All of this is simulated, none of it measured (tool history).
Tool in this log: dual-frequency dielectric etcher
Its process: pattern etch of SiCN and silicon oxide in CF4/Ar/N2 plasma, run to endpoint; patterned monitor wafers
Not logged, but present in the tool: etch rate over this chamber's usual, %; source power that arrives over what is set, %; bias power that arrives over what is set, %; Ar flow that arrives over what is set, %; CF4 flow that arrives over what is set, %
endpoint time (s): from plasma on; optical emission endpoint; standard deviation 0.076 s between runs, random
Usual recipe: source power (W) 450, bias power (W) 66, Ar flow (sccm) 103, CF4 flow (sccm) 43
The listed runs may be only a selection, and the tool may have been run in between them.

run,hour,source power (W),bias power (W),Ar flow (sccm),CF4 flow (sccm),wafers since the last listed run,hours since the last wet clean,hours since the last source power generator calibration,hours since the last bias power generator calibration,hours since the last Ar flow controller change,hours since the last CF4 flow controller change,hours since the last upper electrode change,"incoming incoming film thickness, nm",endpoint time (s)
1,0,450,72,103,43,0,28.6,1440,3444.7,3829.3,5262.8,2055.7,11.18,13
2,40.4,450,66,103,43,617,69,1480.4,3485.1,3869.7,5303.2,2096.1,11.2,13.7
3,88.7,450,66,103,43,738,117.3,1528.7,3533.4,3918,5351.5,2144.4,11.14,13.6
4,139.4,450,66,103,43,775,168,1579.4,3584.1,3968.7,5402.2,2195.1,11.26,13.7
5,218.8,450,66,92,43,1214,247.4,1658.8,3663.5,4048.1,5481.6,2274.5,11.14,13.4
6,275.6,450,71,103,43,868,304.2,1715.6,3720.3,4104.9,5538.4,2331.3,11.17,13.1
7,347.2,450,71,103,43,1094,375.8,1787.2,3791.9,4176.5,5610,2402.9,11.22,13.1
8,427.3,450,71,103,43,1224,455.9,1867.3,3872,4256.6,5690.1,2483,11.18,13.2
# hour 446.4: Ar flow controller replaced
9,475.2,450,66,103,43,640,503.8,1915.2,3919.9,28.8,5738,2530.9,11.21,13.6
10,527.7,450,66,103,43,802,556.3,1967.7,3972.4,81.3,5790.5,2583.4,11.2,13.5
# hour 577.4: wet clean of the chamber
# hour 601: upper electrode replaced
11,601.5,450,54,98,43,400,24.1,2041.5,4046.2,155.1,5864.3,0.5,11.19,14.9
12,612.1,450,76,103,43,162,34.7,2052.1,4056.8,165.7,5874.9,11.1,11.17,12.6
13,705.4,530,61,80,37,1426,128,2145.4,4150.1,259,5968.2,104.4,11.12,12.2
14,777.3,450,71,103,43,1099,199.9,2217.3,4222,330.9,6040.1,176.3,11.26,13
15,853,450,66,81,38,1157,275.6,2293,4297.7,406.6,6115.8,252,11.18,12.9
# hour 927.1: CF4 flow controller replaced
# hour 941.8: source power generator calibrated
16,1093.3,350,76,103,43,3521,515.9,151.5,4538,646.9,166.2,492.3,11.27,15.5
# hour 1125.8: bias power generator calibrated
17,1153.4,450,66,103,43,857,576,211.6,27.6,707,226.3,552.4,11.23,14.4
18,1229.6,450,50,103,43,1165,652.2,287.8,103.8,783.2,302.5,628.6,11.21,16.8
# hour 1319.2: wet clean of the chamber
19,1330.7,450,76,103,43,1178,11.5,388.9,204.9,884.3,403.6,729.7,11.19,13.3
# hour 1401.2: source power generator calibrated, repeated, since the last time left the tool worse
20,1405.4,450,66,94,43,1081,86.2,4.2,279.6,959,478.3,804.4,11.28,13.7
21,1455.1,350,77,89,36,759,135.9,53.9,329.3,1008.7,528,854.1,11.17,14.5
22,1540.3,410,66,103,34,1302,221.1,139.1,414.5,1093.9,613.2,939.3,11.1,15
23,1610,550,66,103,43,1065,290.8,208.8,484.2,1163.6,682.9,1009,11.07,12.2
24,1653.6,410,74,93,52,666,334.4,252.4,527.8,1207.2,726.5,1052.6,11.2,13.3
25,1749.7,450,66,103,50,1469,430.5,348.5,623.9,1303.3,822.6,1148.7,11.13,13.5

Here are 3 independent what-if runs from the current tool condition. What would each one return?
A,1750.1,450,66,103,53,6,430.9,348.9,624.3,1303.7,823,1149.1,11.21,?
B,1750.1,450,66,111,33,6,430.9,348.9,624.3,1303.7,823,1149.1,11.21,?
C,1750.1,450,80,103,35,6,430.9,348.9,624.3,1303.7,823,1149.1,11.21,?

run,endpoint time (s)
A,13.5
B,14.5
C,12.8
Stripped of hidden state, with their random variation kept, the same runs would have yielded:
run,endpoint time (s)
A,13.5
B,14.6
C,12.8

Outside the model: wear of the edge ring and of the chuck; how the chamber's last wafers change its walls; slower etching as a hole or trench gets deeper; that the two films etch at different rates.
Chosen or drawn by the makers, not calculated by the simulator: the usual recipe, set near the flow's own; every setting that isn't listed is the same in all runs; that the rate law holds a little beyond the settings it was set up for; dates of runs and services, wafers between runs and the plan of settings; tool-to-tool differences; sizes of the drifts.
